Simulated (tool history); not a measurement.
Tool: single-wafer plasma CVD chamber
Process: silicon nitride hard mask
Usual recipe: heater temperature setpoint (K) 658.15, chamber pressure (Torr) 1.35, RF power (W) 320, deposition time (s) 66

run     day  heater temperature setpoint (K)  chamber pressure (Torr)  RF power (W)  deposition time (s)  wafers since the last listed run  hours since the last thermocouple change  hours since the last RF generator calibration  hours since the last manometer calibration  hours since the showerhead was replaced  hours since the gauge calibration  read-back reference wafer on the same gauge, thickness_nm  mean film thickness on the monitor wafer (Å)
  1       0                           658.15                     1.35           320                   66                                 0                                     575.1                                          886.8                                      2049.7                                   2622.6                             1361.5                                                     77.072                                        811.27
      1.979  -- RF generator calibrated
  2   3.529                           658.15                     1.35           320                   66                               736                                     659.8                                           37.2                                      2134.4                                   2707.3                             1446.2                                                     77.222                                        819.83
  3   6.758                           658.15                     1.35           320                   66                               744                                     737.3                                          114.7                                      2211.9                                   2784.8                             1523.7                                                     77.137                                           817
  4     8.8                           658.15                     1.35           320                   66                               470                                     786.3                                          163.7                                      2260.9                                   2833.8                             1572.7                                                      77.08                                        821.75
  5   11.55                           658.15                     1.35           320                   66                               633                                     852.3                                          229.7                                      2326.9                                   2899.8                             1638.7                                                     77.004                                        823.07
  6  14.542                           658.15                     1.35           320                   66                               689                                     924.1                                          301.5                                      2398.7                                   2971.6                             1710.5                                                      77.01                                        819.88
  7  17.383                           658.15                     1.35           320                   66                               654                                     992.3                                          369.7                                      2466.9                                   3039.8                             1778.7                                                     77.012                                        819.74
  8  21.375                           658.15                     1.35           320                   66                               919                                    1088.1                                          465.5                                      2562.7                                   3135.6                             1874.5                                                     77.179                                        817.87
  9  24.367                           658.15                     1.35           320                 62.1                               689                                    1159.9                                          537.3                                      2634.5                                   3207.4                             1946.3                                                     77.167                                        770.68
     27.783  -- gauge calibrated
 10    27.9                           658.15                     1.35           320                 62.1                               814                                    1244.7                                          622.1                                      2719.3                                   3292.2                                2.8                                                     78.808                                        787.64
     30.275  -- capacitance manometer re-zeroed and calibrated
 11  32.262                           663.15                     1.35           320                   66                               928                                    1349.4                                          726.8                                        47.7                                   3396.9                              107.5                                                     78.471                                        834.47
 12  35.704                           658.15                     1.35           370                 60.8                               793                                      1432                                          809.4                                       130.3                                   3479.5                              190.1                                                     78.359                                         816.6
 13  38.283                           658.15                     1.35           275                 61.2                               594                                    1493.9                                          871.3                                       192.2                                   3541.4                                252                                                     78.082                                        720.18
     41.188  -- RF generator calibrated
 14  42.267                           667.15                     1.35           300                   66                               841                                    1589.5                                           25.9                                       287.8                                     3637                              347.6                                                     77.776                                        798.62
     44.571  -- showerhead replaced
 15  44.592                           658.15                     1.35           360                 71.7                               459                                    1645.3                                           81.7                                       343.6                                      0.5                              403.4                                                     77.635                                         950.8
 16  46.729                           651.15                     1.35           320                   66                               492                                    1696.6                                            133                                       394.9                                     51.8                              454.7                                                     77.623                                        828.32
 17  48.462                           658.15                     1.35           320                   66                               399                                    1738.2                                          174.6                                       436.5                                     93.4                              496.3                                                     77.689                                        822.92
 18  50.554                           658.15                     1.35           320                   66                               482                                    1788.4                                          224.8                                       486.7                                    143.6                              546.5                                                      77.45                                        824.68
 19  53.808                           658.15                     1.35           320                   66                               749                                    1866.5                                          302.9                                       564.8                                    221.7                              624.6                                                     77.457                                        828.96
     55.096  -- thermocouple changed; heater temperature recalibrated
 20  55.683                           648.15                     1.35           290                   66                               355                                      14.1                                          347.9                                       609.8                                    266.7                              669.6                                                     77.411                                        797.34
 21  58.558                           666.15                     1.35           280                 57.8                               662                                      83.1                                          416.9                                       678.8                                    335.7                              738.6                                                      77.55                                        675.05
 22  62.038                           645.15                     1.48           320                   66                               801                                     166.6                                          500.4                                       762.3                                    419.2                              822.1                                                     77.068                                        846.63
 23  63.729                           658.15                     1.35           320                 62.3                               389                                     207.2                                            541                                       802.9                                    459.8                              862.7                                                     77.187                                        778.15
 24  65.446                           658.15                     1.35           320                   66                               395                                     248.4                                          582.2                                       844.1                                      501                              903.9                                                     77.258                                         821.6
 25  67.117                           649.15                     1.35           320                   66                               385                                     288.5                                          622.3                                       884.2                                    541.1                                944                                                     77.209                                        823.67
 26  68.967                           646.15                     1.15           320                   74                               426                                     332.9                                          666.7                                       928.6                                    585.5                              988.4                                                     77.203                                         887.9
 27  72.296                           649.15                     1.35           290                   66                               767                                     412.8                                          746.6                                      1008.5                                    665.4                             1068.3                                                     77.063                                        784.41
 28  73.979                           658.15                     1.35           320                   66                               387                                     453.2                                            787                                      1048.9                                    705.8                             1108.7                                                     77.043                                        823.78

Each run again, without the hidden state but with its own random variation kept:
Hidden state at play: wafer temperature above the value expected at the setpoint (K); delivered RF power above the setpoint (%); true pressure above the setpoint (%); gauge reads high (%).
run  mean film thickness on the monitor wafer (Å)
  1                                        830.53
  2                                        839.61
  3                                        836.95
  4                                        841.97
  5                                        843.49
  6                                         840.4
  7                                         840.4
  8                                        838.66
  9                                        790.38
 10                                        788.91
 11                                        839.39
 12                                        823.78
 13                                        727.91
 14                                        809.31
 15                                        964.82
 16                                         841.5
 17                                        836.72
 18                                        839.31
 19                                        844.79
 20                                        813.14
 21                                        689.09
 22                                        865.14
 23                                        795.53
 24                                        840.31
 25                                        842.75
 26                                        908.85
 27                                        803.44
 28                                        844.03
